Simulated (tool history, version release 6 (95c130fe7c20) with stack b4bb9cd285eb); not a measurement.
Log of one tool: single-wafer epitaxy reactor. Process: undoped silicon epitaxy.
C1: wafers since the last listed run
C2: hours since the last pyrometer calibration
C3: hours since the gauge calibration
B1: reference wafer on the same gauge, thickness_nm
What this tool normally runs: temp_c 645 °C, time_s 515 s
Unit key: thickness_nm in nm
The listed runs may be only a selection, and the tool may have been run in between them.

Run 1, hour 0: usual settings; C1 0; C2 7; C3 164.9; B1 87.897. Result: thickness_nm 82.336 nm.
Run 2, hour 32.2: usual settings; C1 128; C2 39.2; C3 197.1; B1 87.853. Result: thickness_nm 82.199 nm.
Run 3, hour 72.8: usual settings; C1 162; C2 79.8; C3 237.7; B1 87.877. Result: thickness_nm 82.118 nm.
Run 4, hour 101.9: usual settings; C1 116; C2 108.9; C3 266.8; B1 87.868. Result: thickness_nm 82.081 nm.
Run 5, hour 128: usual settings; C1 104; C2 135; C3 292.9; B1 87.894. Result: thickness_nm 81.899 nm.
Run 6, hour 173.3: usual settings; C1 181; C2 180.3; C3 338.2; B1 87.863. Result: thickness_nm 81.836 nm.
Run 7, hour 228.5: usual settings; C1 220; C2 235.5; C3 393.4; B1 87.889. Result: thickness_nm 81.583 nm.
Run 8, hour 271.9: usual settings; C1 173; C2 278.9; C3 436.8; B1 87.9. Result: thickness_nm 82.364 nm.
Run 9, hour 311.8: usual settings; C1 159; C2 318.8; C3 476.7; B1 87.947. Result: thickness_nm 81.92 nm.
Run 10, hour 369.2: usual settings; C1 229; C2 376.2; C3 534.1; B1 87.925. Result: thickness_nm 81.955 nm.
Run 11, hour 427.6: usual settings; C1 233; C2 434.6; C3 592.5; B1 87.888. Result: thickness_nm 82.523 nm.
Run 12, hour 488.4: usual settings but time_s 577 s; C1 243; C2 495.4; C3 653.3; B1 87.908. Result: thickness_nm 92.316 nm.
Run 13, hour 539.6: usual settings but time_s 577 s; C1 204; C2 546.6; C3 704.5; B1 87.923. Result: thickness_nm 91.761 nm.
Run 14, hour 607.1: usual settings; C1 269; C2 614.1; C3 772; B1 87.802. Result: thickness_nm 82.151 nm.
Run 15, hour 670.5: usual settings; C1 253; C2 677.5; C3 835.4; B1 87.894. Result: thickness_nm 82.18 nm.
Run 16, hour 731.3: usual settings but temp_c 648 °C; C1 243; C2 738.3; C3 896.2; B1 87.928. Result: thickness_nm 88.529 nm.
Run 17, hour 779.5: usual settings but temp_c 649 °C; C1 192; C2 786.5; C3 944.4; B1 87.834. Result: thickness_nm 90.745 nm.
At hour 832: pyrometer calibrated.
Run 18, hour 877.9: usual settings; C1 361; C2 45.9; C3 1042.8; B1 87.946. Result: thickness_nm 82.241 nm.
Run 19, hour 925.1: usual settings; C1 188; C2 93.1; C3 1090; B1 87.909. Result: thickness_nm 82.523 nm.
Run 20, hour 985.7: usual settings but temp_c 639 °C, time_s 456 s; C1 242; C2 153.7; C3 1150.6; B1 87.904. Result: thickness_nm 62.398 nm.
Run 21, hour 1050.5: usual settings but temp_c 632 °C, time_s 605 s; C1 259; C2 218.5; C3 1215.4; B1 87.891. Result: thickness_nm 69.317 nm.
Run 22, hour 1105: usual settings; C1 217; C2 273; C3 1269.9; B1 87.934. Result: thickness_nm 81.937 nm.
Run 23, hour 1164.1: usual settings but temp_c 650 °C, time_s 451 s; C1 236; C2 332.1; C3 1329; B1 87.89. Result: thickness_nm 81.261 nm.
Run 24, hour 1304.9: usual settings but temp_c 649 °C, time_s 419 s; C1 562; C2 472.9; C3 1469.8; B1 87.929. Result: thickness_nm 73.639 nm.
Run 25, hour 1373.6: usual settings; C1 274; C2 541.6; C3 1538.5; B1 87.927. Result: thickness_nm 82.114 nm.
Run 26, hour 1403.5: usual settings but temp_c 636 °C, time_s 609 s; C1 119; C2 571.5; C3 1568.4; B1 87.823. Result: thickness_nm 77.235 nm.
At hour 1409.5: gauge calibrated.
Run 27, hour 1429.2: usual settings but temp_c 651 °C, time_s 477 s; C1 102; C2 597.2; C3 19.7; B1 87.84. Result: thickness_nm 88.16 nm.
Run 28, hour 1460.3: usual settings but temp_c 635 °C, time_s 455 s; C1 124; C2 628.3; C3 50.8; B1 87.875. Result: thickness_nm 56.106 nm.
Run 29, hour 1530: usual settings but temp_c 659 °C; C1 278; C2 698; C3 120.5; B1 87.891. Result: thickness_nm 115.937 nm.
Run 30, hour 1567.9: usual settings but temp_c 659 °C, time_s 466 s; C1 151; C2 735.9; C3 158.4; B1 87.934. Result: thickness_nm 104.79 nm.
Run 31, hour 1689.5: usual settings but temp_c 657 °C, time_s 617 s; C1 486; C2 857.5; C3 280; B1 87.928. Result: thickness_nm 131.644 nm.
Run 32, hour 1718.3: usual settings but temp_c 654 °C; C1 115; C2 886.3; C3 308.8; B1 87.919. Result: thickness_nm 102.615 nm.
Run 33, hour 1754.3: usual settings but time_s 545 s; C1 143; C2 922.3; C3 344.8; B1 87.863. Result: thickness_nm 86.695 nm.
Run 34, hour 1793.1: usual settings but temp_c 651 °C, time_s 477 s; C1 155; C2 961.1; C3 383.6; B1 87.896. Result: thickness_nm 88.145 nm.
Run 35, hour 1818.6: usual settings but time_s 464 s; C1 101; C2 986.6; C3 409.1; B1 87.923. Result: thickness_nm 74.05 nm.
At hour 1827.2: pyrometer calibrated.
Run 36, hour 1883: usual settings but temp_c 639 °C, time_s 417 s; C1 225; C2 55.8; C3 473.5; B1 87.873. Result: thickness_nm 57.261 nm.
Run 37, hour 1946.6: usual settings but temp_c 640 °C, time_s 477 s; C1 254; C2 119.4; C3 537.1; B1 87.909. Result: thickness_nm 66.562 nm.
Run 38, hour 1992: usual settings; C1 181; C2 164.8; C3 582.5; B1 87.965. Result: thickness_nm 81.845 nm.
Run 39, hour 2043.7: usual settings; C1 206; C2 216.5; C3 634.2; B1 88.007. Result: thickness_nm 81.879 nm.

Take each entry between the runs: how does the hidden state at the last listed run before it differ from the hidden state at the first listed run after it?
From run 17 to run 18: pyrometer calibrated (hour 832)
  the hidden state is the same at both runs
From run 26 to run 27: gauge calibrated (hour 1409.5)
  the hidden state is the same at both runs
From run 35 to run 36: pyrometer calibrated (hour 1827.2)
  the hidden state is the same at both runs

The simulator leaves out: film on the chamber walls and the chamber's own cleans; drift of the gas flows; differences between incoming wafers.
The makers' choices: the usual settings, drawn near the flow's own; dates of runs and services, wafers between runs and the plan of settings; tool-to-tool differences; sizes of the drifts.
